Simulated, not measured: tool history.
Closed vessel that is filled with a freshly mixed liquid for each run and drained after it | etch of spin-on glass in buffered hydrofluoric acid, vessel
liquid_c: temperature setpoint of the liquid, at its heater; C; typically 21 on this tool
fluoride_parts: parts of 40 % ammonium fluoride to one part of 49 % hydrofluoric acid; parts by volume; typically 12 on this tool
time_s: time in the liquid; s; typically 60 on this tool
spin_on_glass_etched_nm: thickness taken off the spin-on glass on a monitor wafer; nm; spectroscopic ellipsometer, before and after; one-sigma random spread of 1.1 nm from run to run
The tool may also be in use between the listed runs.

run   hour  liquid_c  fluoride_parts  time_s  read-back film thickness of the spin-on glass reference wafer, read on the same gauge (nm)  spin_on_glass_etched_nm
  1      0        21              12      60                                                                                       29.97                   233.28
  2   41.7        21              12      60                                                                                       29.97                   232.72
  3   59.5        21              12      60                                                                                          30                   232.87
  4   86.2        21            13.5      60                                                                                       30.01                   208.09
  5  100.8        21            13.5      60                                                                                       29.99                   207.12
     117.7  -- gauge calibrated
  6  119.5        21              12      60                                                                                       29.97                   233.35
  7  132.3      18.5              12      70                                                                                          30                   236.43
  8  167.7        24               8      75                                                                                          30                   509.42
     175.1  -- hydrofluoric acid flow meter replaced
       179  -- thermometer replaced
  9  180.8        17               9      85                                                                                       30.01                   343.73
 10  211.1        21              12      60                                                                                       29.96                   240.56
 11  227.2      24.5               7      95                                                                                          30                   767.65
 12  250.1        23             7.5      40                                                                                       30.02                   277.27
 13  278.2      24.5              12      60                                                                                       29.97                   289.84
 14  302.2        21              12      60                                                                                       30.03                   239.79
 15  324.8        21              12      40                                                                                       29.99                    159.2

What if the next run were any one of these 4? Each begins from the tool's condition after run 15:
  A  325.5        21              12      60                                                                                           ?                        ?
  B  325.5      23.5              12      60                                                                                           ?                        ?
  C  325.5        21              12      70                                                                                           ?                        ?
  D  325.5        21              16      45                                                                                           ?                        ?

run  read-back film thickness of the spin-on glass reference wafer, read on the same gauge (nm)  spin_on_glass_etched_nm
  A                                                                                       29.99                   240.24
  B                                                                                       29.99                   275.93
  C                                                                                       29.99                   280.28
  D                                                                                       29.99                   135.86
Without the tool's unlogged condition, the same runs would have read:
run  spin_on_glass_etched_nm
  A                   244.24
  B                   280.38
  C                   284.95
  D                   138.12
